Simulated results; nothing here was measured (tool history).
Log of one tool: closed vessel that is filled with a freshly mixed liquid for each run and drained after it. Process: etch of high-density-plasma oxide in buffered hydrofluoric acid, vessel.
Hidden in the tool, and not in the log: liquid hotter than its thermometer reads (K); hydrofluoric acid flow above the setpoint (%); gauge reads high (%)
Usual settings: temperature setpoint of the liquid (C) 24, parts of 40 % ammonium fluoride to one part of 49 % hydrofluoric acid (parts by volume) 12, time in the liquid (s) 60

run	day	temperature setpoint of the liquid (C)	parts of 40 % ammonium fluoride to one part of 49 % hydrofluoric acid (parts by volume)	time in the liquid (s)	wafers since the last listed run	hours since the thermometer was replaced	hours since the hydrofluoric acid flow meter was replaced	hours since the gauge calibration	read-back film thickness of the high-density-plasma oxide reference wafer, read on the same gauge (nm)	thickness taken off the high-density-plasma oxide on a monitor wafer (Å)
1	0	24	12	60	0	264.5	1725.2	313.1	100	725.8
2	0.9	24	12	60	2137	286.1	1746.8	334.7	99.99	718.6
3	1.829	24	12	60	2206	308.4	1769.1	357	100	724.9
4	3.004	24	12	60	2790	336.6	1797.3	385.2	100	725.2
5	3.967	24	12	60	2286	359.7	1820.4	408.3	99.97	724.2
6	4.479	24	12	60	1217	372	1832.7	420.6	100.01	720.5
7	5.042	24	12	60	1336	385.5	1846.2	434.1	99.99	725.1
8	8.579	24	12	60	8402	470.4	1931.1	519	100	726.3
9	9.788	24	12	60	2870	499.4	1960.1	548	100	728.5
10	10.338	24	12	60	1306	512.6	1973.3	561.2	100	729.7
11	10.867	24	12	60	1256	525.3	1986	573.9	100	730
12	11.983	24	12	60	2652	552.1	2012.8	600.7	99.99	726.2
13	13.146	24	12	60	2761	580	2040.7	628.6	100.02	733.9
14	13.917	24	16	30	1830	598.5	2059.2	647.1	100	275.2
15	15.283	26	15.5	80	3246	631.3	2092	679.9	100	850

Run 16 comes next. What will it give?
# day 15.654: hydrofluoric acid flow meter replaced
# day 16.696: thermometer replaced
16	16.767	26.5	8.5	50	3325	1.7	26.7	715.5	?	?

read-back film thickness of the high-density-plasma oxide reference wafer, read on the same gauge (nm): 100
thickness taken off the high-density-plasma oxide on a monitor wafer (Å): 923.8
Without the tool's hidden state the same run would have given thickness taken off the high-density-plasma oxide on a monitor wafer (Å) 922.8.

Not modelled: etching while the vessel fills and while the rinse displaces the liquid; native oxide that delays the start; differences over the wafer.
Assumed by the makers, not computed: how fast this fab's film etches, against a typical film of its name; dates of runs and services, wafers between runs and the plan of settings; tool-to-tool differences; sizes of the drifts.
